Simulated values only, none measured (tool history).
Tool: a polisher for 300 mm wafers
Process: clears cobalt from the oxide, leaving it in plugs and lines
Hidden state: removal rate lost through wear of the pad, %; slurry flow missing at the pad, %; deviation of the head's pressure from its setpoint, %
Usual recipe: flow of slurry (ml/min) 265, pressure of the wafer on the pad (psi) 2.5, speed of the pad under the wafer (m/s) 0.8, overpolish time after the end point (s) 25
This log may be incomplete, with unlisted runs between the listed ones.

run   hour  flow of slurry (ml/min)  pressure of the wafer on the pad (psi)  speed of the pad under the wafer (m/s)  overpolish time after the end point (s)  wafers since the last listed run  wafers polished on this pad  hours since the slurry nozzle was cleaned  hours since the head pressure was calibrated  incoming thickness of the incoming film, nm  time until the end point was called (s)  dishing of a wide line in a test structure (nm)
  1      0                      265                                     2.5                                     0.8                                       21                                 0                         1188                                      242.5                                        1096.6                                        331.9                                     54.1                                               71
  2    8.8                      245                                     2.5                                     0.8                                       25                               128                         1316                                      251.3                                        1105.4                                        333.7                                     57.6                                             75.3
  3   18.7                      245                                     2.5                                     0.8                                       25                               144                         1460                                      261.2                                        1115.3                                        331.5                                     56.1                                             73.9
  4   25.2                      340                                     2.5                                     0.8                                       25                                94                         1555                                      267.7                                        1121.8                                        325.1                                     54.1                                               76
      39.7  -- worn pad replaced by a new one
  5   40.2                      340                                     2.5                                     0.8                                       25                               160                            7                                      282.7                                        1136.8                                        333.6                                     55.8                                             75.7
  6     47                      190                                     2.5                                     0.8                                       35                                99                          106                                      289.5                                        1143.6                                          331                                     57.7                                             85.6
  7     56                      265                                     2.5                                     0.8                                       25                               131                          237                                      298.5                                        1152.6                                          335                                     57.3                                               77
  8   71.5                      265                                     2.5                                     0.8                                       25                               225                          463                                        314                                        1168.1                                        329.3                                       56                                             73.8
  9   88.6                      265                                     2.5                                     0.8                                       25                               248                          712                                      331.1                                        1185.2                                        331.7                                     54.7                                             75.9
 10  103.5                      265                                     2.5                                     0.8                                       25                               216                          929                                        346                                        1200.1                                        331.2                                     54.8                                             74.7
 11  117.8                      265                                     2.5                                     0.8                                       25                               208                         1137                                      360.3                                        1214.4                                        331.7                                     56.2                                             73.4
 12  128.5                      265                                     2.5                                     0.6                                       40                               155                         1293                                        371                                        1225.1                                        328.2                                     68.8                                             81.2
       143  -- worn pad replaced by a new one
 13  143.5                      265                                     2.5                                     0.8                                       25                               160                            6                                        386                                        1240.1                                        332.2                                     55.8                                             75.1
 14  155.2                      265                                     2.5                                     0.8                                       25                               170                          177                                      397.7                                        1251.8                                        331.1                                     54.8                                             76.3
 15  193.9                      265                                     2.5                                     0.8                                       25                               563                          740                                      436.4                                        1290.5                                        330.3                                     55.9                                             74.3
 16  242.6                      265                                     2.5                                     0.9                                       32                               709                         1449                                      485.1                                        1339.2                                          330                                     50.2                                             85.6
 17  248.7                      315                                       2                                    1.08                                       30                                88                         1538                                      491.2                                        1345.3                                        324.9                                     52.8                                             81.2
 18  258.6                      265                                     2.5                                     0.8                                       25                               144                         1682                                      501.1                                        1355.2                                          326                                     54.3                                             74.9
     265.6  -- head pressure recalibrated
     266.1  -- slurry nozzle cleaned
     271.1  -- worn pad replaced by a new one
 19  271.6                      230                                     2.5                                    1.06                                       25                                94                            7                                        5.5                                             6                                        326.6                                       49                                             77.7
 20  285.7                      360                                     2.5                                    0.94                                       19                               205                          212                                       19.6                                          20.1                                        327.7                                     51.9                                             67.5
 21  298.5                      265                                     2.5                                     0.7                                       38                               186                          399                                       32.4                                          32.9                                        327.3                                     67.2                                             82.5
 22  309.1                      265                                     2.8                                    0.72                                       14                               154                          553                                         43                                          43.5                                        330.6                                       59                                             54.9
 23  316.6                      265                                     2.5                                     0.8                                       25                               109                          662                                       50.5                                            51                                        334.7                                       62                                             73.2
 24  328.6                      330                                     2.5                                    0.68                                       20                               174                          837                                       62.5                                            63                                        329.9                                     67.3                                               61
 25    338                      265                                     2.8                                     0.6                                       25                               136                          974                                       71.9                                          72.4                                          329                                     67.4                                             71.6
 26  346.9                      180                                     2.5                                    1.06                                       25                               129                         1103                                       80.8                                          81.3                                        328.5                                     50.4                                             76.5
 27    354                      265                                     2.5                                     0.8                                       25                               103                         1207                                       87.9                                          88.4                                        334.4                                     60.2                                             76.7
 28  367.7                      265                                     1.8                                     0.8                                       30                               199                         1406                                      101.6                                         102.1                                        325.2                                       81                                             67.6
 29  376.2                      265                                     2.5                                     0.8                                       20                               123                         1530                                      110.1                                         110.6                                        331.8                                       60                                             65.9
     388.6  -- worn pad replaced by a new one
 30  393.8                      265                                     2.5                                     0.8                                       25                               198                           75                                      127.7                                         128.2                                          333                                     60.5                                             71.9
 31  409.1                      265                                     2.5                                     0.8                                       25                               222                          298                                        143                                         143.5                                        326.8                                     60.5                                             72.8
 32  458.3                      230                                     3.4                                    0.56                                       18                               716                         1014                                      192.2                                         192.7                                        327.2                                     57.7                                             61.4
 33  467.1                      265                                     2.5                                    1.02                                       25                               128                         1142                                        201                                         201.5                                        329.2                                     48.5                                             79.5
 34    479                      315                                     3.2                                     0.8                                       21                               173                         1316                                      212.9                                         213.4                                        328.3                                     44.6                                             75.9

For each run, what was the tool's unlogged condition?
removal rate lost through wear of the pad, %: 0 in every run
slurry flow missing at the pad, %: 0 in every run
H1: deviation of the head's pressure from its setpoint, %
run       H1
  1     10.9
  2     10.9
  3     10.9
  4     10.9
  5     10.9
  6       11
  7       11
  8       11
  9       11
 10       11
 11     11.1
 12     11.1
 13     11.1
 14     11.1
 15     11.2
 16     11.2
 17     11.2
 18     11.2
 19  -0.0529
 20    0.383
 21    0.765
 22     1.07
 23     1.29
 24     1.62
 25     1.87
 26      2.1
 27     2.29
 28     2.63
 29     2.84
 30     3.25
 31      3.6
 32     4.63
 33      4.8
 34     5.02

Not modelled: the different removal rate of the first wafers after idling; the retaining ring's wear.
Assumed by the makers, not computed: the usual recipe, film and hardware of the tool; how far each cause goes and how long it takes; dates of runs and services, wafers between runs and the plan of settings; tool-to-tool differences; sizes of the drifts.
